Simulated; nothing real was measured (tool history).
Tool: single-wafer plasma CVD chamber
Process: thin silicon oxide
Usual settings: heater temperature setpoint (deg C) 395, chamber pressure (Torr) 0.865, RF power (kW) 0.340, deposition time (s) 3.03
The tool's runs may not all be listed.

run	hour	heater temperature setpoint (deg C)	chamber pressure (Torr)	RF power (kW)	deposition time (s)	wafers since the last listed run	hours since the last thermocouple change	hours since the last RF generator calibration	hours since the last manometer calibration	hours since the showerhead was replaced	hours since the gauge calibration	read-back reference wafer on the same gauge, thickness_nm	mean film thickness on the monitor wafer (nm)
1	0.0	395	0.865	0.340	3.03	0	1293.7	1972.2	2370.2	2445.9	29.9	5.180	6.236
# hour 52.9: showerhead replaced
# hour 71.1: RF generator calibrated
2	71.6	395	0.865	0.340	3.03	1971	1365.3	0.5	2441.8	18.7	101.5	5.176	6.139
3	116.4	395	0.865	0.340	3.03	1588	1410.1	45.3	2486.6	63.5	146.3	5.180	6.210
4	171.5	395	0.865	0.340	3.03	1954	1465.2	100.4	2541.7	118.6	201.4	5.181	6.154
5	231.8	395	0.865	0.340	3.03	2138	1525.5	160.7	2602.0	178.9	261.7	5.180	6.135
6	283.8	395	0.865	0.340	2.91	1844	1577.5	212.7	2654.0	230.9	313.7	5.179	5.904
7	317.8	395	0.865	0.340	2.91	1205	1611.5	246.7	2688.0	264.9	347.7	5.181	5.942
8	361.1	395	0.865	0.275	3.35	1535	1654.8	290.0	2731.3	308.2	391.0	5.183	6.299
9	399.4	385	1.037	0.340	3.03	1358	1693.1	328.3	2769.6	346.5	429.3	5.184	7.086
# hour 409.2: capacitance manometer re-zeroed and calibrated
10	458.2	395	0.717	0.295	3.28	1801	1751.9	387.1	49.0	405.3	488.1	5.182	5.369
# hour 469.9: thermocouple changed; heater temperature recalibrated
11	521.5	395	0.704	0.340	3.03	1961	51.6	450.4	112.3	468.6	551.4	5.180	5.106
12	573.3	395	1.025	0.340	3.03	1837	103.4	502.2	164.1	520.4	603.2	5.183	6.992
# hour 613.9: RF generator calibrated, repeated, since the last time left the tool worse
13	614.4	383	0.804	0.340	2.52	1173	144.5	0.5	205.2	561.5	644.3	5.182	5.049
14	673.8	395	0.865	0.340	3.03	2106	203.9	59.9	264.6	620.9	703.7	5.181	6.397
15	734.1	409	1.018	0.405	3.24	2138	264.2	120.2	324.9	681.2	764.0	5.179	8.108
16	804.1	385	1.066	0.395	2.87	2482	334.2	190.2	394.9	751.2	834.0	5.186	7.455
17	869.0	395	0.739	0.290	2.50	2301	399.1	255.1	459.8	816.1	898.9	5.179	4.375
18	925.2	395	0.865	0.340	3.03	1993	455.3	311.3	516.0	872.3	955.1	5.180	6.402
19	989.8	384	0.865	0.340	3.40	2291	519.9	375.9	580.6	936.9	1019.7	5.182	7.201
20	1028.8	395	0.865	0.340	3.03	1383	558.9	414.9	619.6	975.9	1058.7	5.181	6.411
21	1052.9	384	0.677	0.340	2.51	854	583.0	439.0	643.7	1000.0	1082.8	5.180	4.234
22	1081.0	395	0.929	0.340	3.03	996	611.1	467.1	671.8	1028.1	1110.9	5.179	6.770
23	1133.6	405	0.865	0.300	3.27	1865	663.7	519.7	724.4	1080.7	1163.5	5.177	6.545
24	1245.8	395	0.865	0.340	3.03	3979	775.9	631.9	836.6	1192.9	1275.7	5.181	6.319
25	1300.0	395	0.865	0.365	2.79	1922	830.1	686.1	890.8	1247.1	1329.9	5.182	6.025
26	1352.6	395	0.776	0.340	3.21	1865	882.7	738.7	943.4	1299.7	1382.5	5.180	6.100
27	1399.8	395	0.865	0.340	3.03	1673	929.9	785.9	990.6	1346.9	1429.7	5.185	6.372
28	1435.2	399	0.691	0.410	3.42	1255	965.3	821.3	1026.0	1382.3	1465.1	5.179	6.231
29	1484.3	382	0.975	0.295	3.33	1741	1014.4	870.4	1075.1	1431.4	1514.2	5.183	7.410

Hidden state at the last listed run before each entry between runs and at the first one after, where it differs:
Between runs 1 and 2: showerhead replaced (hour 52.9); RF generator calibrated (hour 71.1)
  delivered RF power above the setpoint (%): -6.18 -> -9.94
  measured less the result without the state, mean film thickness on the monitor wafer (nm): -0.142 -> -0.231
Between runs 9 and 10: capacitance manometer re-zeroed and calibrated (hour 409.2)
  delivered RF power above the setpoint (%): -10.1 -> -10.2
  measured less the result without the state, mean film thickness on the monitor wafer (nm): -0.272 -> -0.222
Between runs 10 and 11: thermocouple changed; heater temperature recalibrated (hour 469.9)
  delivered RF power above the setpoint (%): -10.2 -> -10.3
  measured less the result without the state, mean film thickness on the monitor wafer (nm): -0.222 -> -0.198
Between runs 12 and 13: RF generator calibrated, repeated, since the last time left the tool worse (hour 613.9)
  delivered RF power above the setpoint (%): -10.3 -> -0.253
  measured less the result without the state, mean film thickness on the monitor wafer (nm): -0.274 -> -0.004
